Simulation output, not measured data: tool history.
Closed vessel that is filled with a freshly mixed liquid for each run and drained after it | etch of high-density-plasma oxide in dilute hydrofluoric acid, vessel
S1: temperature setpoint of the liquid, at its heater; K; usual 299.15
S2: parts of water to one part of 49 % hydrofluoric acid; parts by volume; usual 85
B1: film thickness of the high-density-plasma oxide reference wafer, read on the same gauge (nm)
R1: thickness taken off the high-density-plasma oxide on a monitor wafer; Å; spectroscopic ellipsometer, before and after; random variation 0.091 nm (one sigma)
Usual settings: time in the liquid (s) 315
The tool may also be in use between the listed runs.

{"run": 1, "hour": 0.0, "S1": 299.15, "S2": 100, "time in the liquid (s)": 315, "B1": 130, "R1": 206.7}
{"run": 2, "hour": 16.2, "S1": 299.15, "S2": 100, "time in the liquid (s)": 315, "B1": 129.99, "R1": 206.6}
{"run": 3, "hour": 44.4, "S1": 300.65, "S2": 85, "time in the liquid (s)": 315, "B1": 129.98, "R1": 263.6}
{"run": 4, "hour": 52.2, "S1": 297.15, "S2": 85, "time in the liquid (s)": 260, "B1": 130.02, "R1": 191.6}
{"run": 5, "hour": 64.8, "S1": 297.15, "S2": 85, "time in the liquid (s)": 260, "B1": 129.98, "R1": 190.7}
{"run": 6, "hour": 75.9, "S1": 299.15, "S2": 85, "time in the liquid (s)": 235, "B1": 129.99, "R1": 187.9}
{"run": 7, "hour": 128.6, "S1": 299.15, "S2": 85, "time in the liquid (s)": 315, "B1": 130.02, "R1": 251.6}
{"run": 8, "hour": 136.0, "S1": 299.15, "S2": 85, "time in the liquid (s)": 460, "B1": 129.99, "R1": 367.8}
{"hour": 139.8, "done": "gauge calibrated"}
{"run": 9, "hour": 153.9, "S1": 299.15, "S2": 85, "time in the liquid (s)": 460, "B1": 130, "R1": 366.8}
{"run": 10, "hour": 169.5, "S1": 299.15, "S2": 85, "time in the liquid (s)": 460, "B1": 130.01, "R1": 369.5}
{"run": 11, "hour": 179.8, "S1": 295.65, "S2": 100, "time in the liquid (s)": 315, "B1": 130.01, "R1": 183.6}
{"run": 12, "hour": 193.5, "S1": 295.65, "S2": 100, "time in the liquid (s)": 315, "B1": 130, "R1": 184.6}
{"run": 13, "hour": 202.5, "S1": 295.65, "S2": 100, "time in the liquid (s)": 315, "B1": 130.01, "R1": 185.9}
{"run": 14, "hour": 213.4, "S1": 296.65, "S2": 65, "time in the liquid (s)": 390, "B1": 130.01, "R1": 382.8}
{"run": 15, "hour": 220.5, "S1": 302.15, "S2": 60, "time in the liquid (s)": 410, "B1": 130.01, "R1": 549.4}
{"run": 16, "hour": 237.6, "S1": 299.15, "S2": 125, "time in the liquid (s)": 175, "B1": 129.97, "R1": 91.3}
{"run": 17, "hour": 251.4, "S1": 295.15, "S2": 45, "time in the liquid (s)": 400, "B1": 130, "R1": 551.3}
{"hour": 272.6, "done": "thermometer replaced"}
{"run": 18, "hour": 286.8, "S1": 300.65, "S2": 100, "time in the liquid (s)": 240, "B1": 130, "R1": 157.1}
{"hour": 289.6, "done": "hydrofluoric acid flow meter replaced"}
{"run": 19, "hour": 296.5, "S1": 299.15, "S2": 85, "time in the liquid (s)": 460, "B1": 130, "R1": 312.6}
{"run": 20, "hour": 310.4, "S1": 300.65, "S2": 85, "time in the liquid (s)": 315, "B1": 130.04, "R1": 229.5}
{"run": 21, "hour": 335.0, "S1": 295.15, "S2": 75, "time in the liquid (s)": 260, "B1": 130.02, "R1": 173.3}
{"run": 22, "hour": 348.6, "S1": 299.15, "S2": 85, "time in the liquid (s)": 315, "B1": 130.02, "R1": 216}
{"run": 23, "hour": 359.6, "S1": 299.15, "S2": 55, "time in the liquid (s)": 450, "B1": 130.01, "R1": 498.2}
{"run": 24, "hour": 377.4, "S1": 299.15, "S2": 85, "time in the liquid (s)": 315, "B1": 130.04, "R1": 215.3}
{"run": 25, "hour": 383.6, "S1": 299.15, "S2": 85, "time in the liquid (s)": 180, "B1": 129.97, "R1": 123.9}
{"run": 26, "hour": 422.2, "S1": 299.15, "S2": 75, "time in the liquid (s)": 315, "B1": 130, "R1": 250.8}
{"hour": 436.2, "done": "gauge calibrated"}
{"run": 27, "hour": 436.7, "S1": 296.15, "S2": 65, "time in the liquid (s)": 195, "B1": 130.01, "R1": 161.3}

3 ways to go on from here, each from the tool as it stands after run 27. What would each give?
{"run": "A", "hour": 437.4, "S1": 299.15, "S2": 85, "time in the liquid (s)": 265, "B1": "?", "R1": "?"}
{"run": "B", "hour": 437.4, "S1": 297.15, "S2": 50, "time in the liquid (s)": 315, "B1": "?", "R1": "?"}
{"run": "C", "hour": 437.4, "S1": 302.65, "S2": 65, "time in the liquid (s)": 315, "B1": "?", "R1": "?"}

run=A B1=130.04 R1=182.2
run=B B1=130.04 R1=355.8
run=C B1=130.04 R1=333.8
Without the tool's hidden state the same runs would have given:
run=A R1=177
run=B R1=345.6
run=C R1=324.4
